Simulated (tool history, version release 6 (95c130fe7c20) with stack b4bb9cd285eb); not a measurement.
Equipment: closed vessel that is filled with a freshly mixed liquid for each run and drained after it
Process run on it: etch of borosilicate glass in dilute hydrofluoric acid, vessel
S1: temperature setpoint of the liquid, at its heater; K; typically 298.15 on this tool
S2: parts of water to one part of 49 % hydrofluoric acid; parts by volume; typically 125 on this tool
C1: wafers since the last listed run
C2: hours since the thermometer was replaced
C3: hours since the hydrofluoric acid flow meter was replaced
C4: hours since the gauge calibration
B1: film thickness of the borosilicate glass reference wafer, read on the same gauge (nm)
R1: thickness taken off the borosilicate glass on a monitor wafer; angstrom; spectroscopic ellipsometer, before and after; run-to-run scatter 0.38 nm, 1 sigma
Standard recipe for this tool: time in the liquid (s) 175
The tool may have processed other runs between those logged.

Run 1, hour 0: usual settings but S2 110 parts by volume; C1 0; C2 1632.9; C3 229.8; C4 171; B1 149.99. Result: R1 666.1 angstrom.
Run 2, hour 10.9: usual settings but S2 110 parts by volume; C1 1202; C2 1643.8; C3 240.7; C4 181.9; B1 150.04. Result: R1 666.5 angstrom.
Run 3, hour 21.6: usual settings but S2 110 parts by volume; C1 1180; C2 1654.5; C3 251.4; C4 192.6; B1 150.02. Result: R1 671.2 angstrom.
Run 4, hour 28.6: usual settings but S1 294.15 K; C1 772; C2 1661.5; C3 258.4; C4 199.6; B1 149.99. Result: R1 486.6 angstrom.
Run 5, hour 45.6: usual settings but S1 294.15 K; C1 1875; C2 1678.5; C3 275.4; C4 216.6; B1 149.99. Result: R1 497 angstrom.
At hour 88.2: gauge calibrated.
Run 6, hour 90.8: usual settings but S1 294.15 K; C1 4985; C2 1723.7; C3 320.6; C4 2.6; B1 150.03. Result: R1 500.5 angstrom.
Run 7, hour 101.6: usual settings; C1 1191; C2 1734.5; C3 331.4; C4 13.4; B1 150.01. Result: R1 581.8 angstrom.
Run 8, hour 117.7: usual settings but S2 160 parts by volume, time in the liquid (s) 125; C1 1775; C2 1750.6; C3 347.5; C4 29.5; B1 150.01. Result: R1 318.7 angstrom.
Run 9, hour 124.6: usual settings; C1 761; C2 1757.5; C3 354.4; C4 36.4; B1 150.01. Result: R1 589 angstrom.
Run 10, hour 142.2: usual settings but S2 175 parts by volume; C1 1941; C2 1775.1; C3 372; C4 54; B1 150.03. Result: R1 399.8 angstrom.
Run 11, hour 155.3: usual settings; C1 1444; C2 1788.2; C3 385.1; C4 67.1; B1 150.05. Result: R1 593.8 angstrom.
Run 12, hour 167.2: usual settings but S2 110 parts by volume; C1 1312; C2 1800.1; C3 397; C4 79; B1 150. Result: R1 690.7 angstrom.
Run 13, hour 174.6: usual settings but S2 165 parts by volume, time in the liquid (s) 255; C1 816; C2 1807.5; C3 404.4; C4 86.4; B1 149.99. Result: R1 627.8 angstrom.
Run 14, hour 192: usual settings but S2 110 parts by volume; C1 1919; C2 1824.9; C3 421.8; C4 103.8; B1 149.99. Result: R1 696.4 angstrom.
Run 15, hour 198.3: usual settings but time in the liquid (s) 250; C1 694; C2 1831.2; C3 428.1; C4 110.1; B1 150.03. Result: R1 845.7 angstrom.
Run 16, hour 207.1: usual settings but S1 301.15 K, S2 95 parts by volume, time in the liquid (s) 110; C1 970; C2 1840; C3 436.9; C4 118.9; B1 149.98. Result: R1 583.9 angstrom.
Run 17, hour 214.2: usual settings but time in the liquid (s) 120; C1 783; C2 1847.1; C3 444; C4 126; B1 150. Result: R1 415.6 angstrom.
At hour 217.9: hydrofluoric acid flow meter replaced.
At hour 224.2: thermometer replaced.
Run 18, hour 231.8: usual settings but S1 300.65 K; C1 1720; C2 7.6; C3 13.9; C4 143.6; B1 149.99. Result: R1 616.2 angstrom.
Run 19, hour 248: usual settings but S1 294.15 K, S2 180 parts by volume, time in the liquid (s) 140; C1 1786; C2 23.8; C3 30.1; C4 159.8; B1 150.02. Result: R1 249.1 angstrom.
Run 20, hour 255.2: usual settings but S1 294.65 K, S2 155 parts by volume, time in the liquid (s) 225; C1 794; C2 31; C3 37.3; C4 167; B1 150.02. Result: R1 490.3 angstrom.
Run 21, hour 268.5: usual settings; C1 1467; C2 44.3; C3 50.6; C4 180.3; B1 149.94. Result: R1 560.2 angstrom.
Run 22, hour 276.6: usual settings but time in the liquid (s) 280; C1 893; C2 52.4; C3 58.7; C4 188.4; B1 150.02. Result: R1 906.2 angstrom.
Run 23, hour 289: usual settings but S1 301.15 K, time in the liquid (s) 210; C1 1367; C2 64.8; C3 71.1; C4 200.8; B1 149.99. Result: R1 751.2 angstrom.

Hidden condition of the tool, last listed run before each entry between runs versus first listed run after:
From run 5 to run 6: gauge calibrated (hour 88.2)
  hydrofluoric acid flow above the setpoint (%): 4.93 -> 5.69
  measured value less the no-hidden-state value, R1: +26.4 -> +30.4 angstrom
From run 17 to run 18: hydrofluoric acid flow meter replaced (hour 217.9); thermometer replaced (hour 224.2)
  hydrofluoric acid flow above the setpoint (%): 7.77 -> 1.4
  measured value less the no-hidden-state value, R1: +34.2 -> +9.8 angstrom
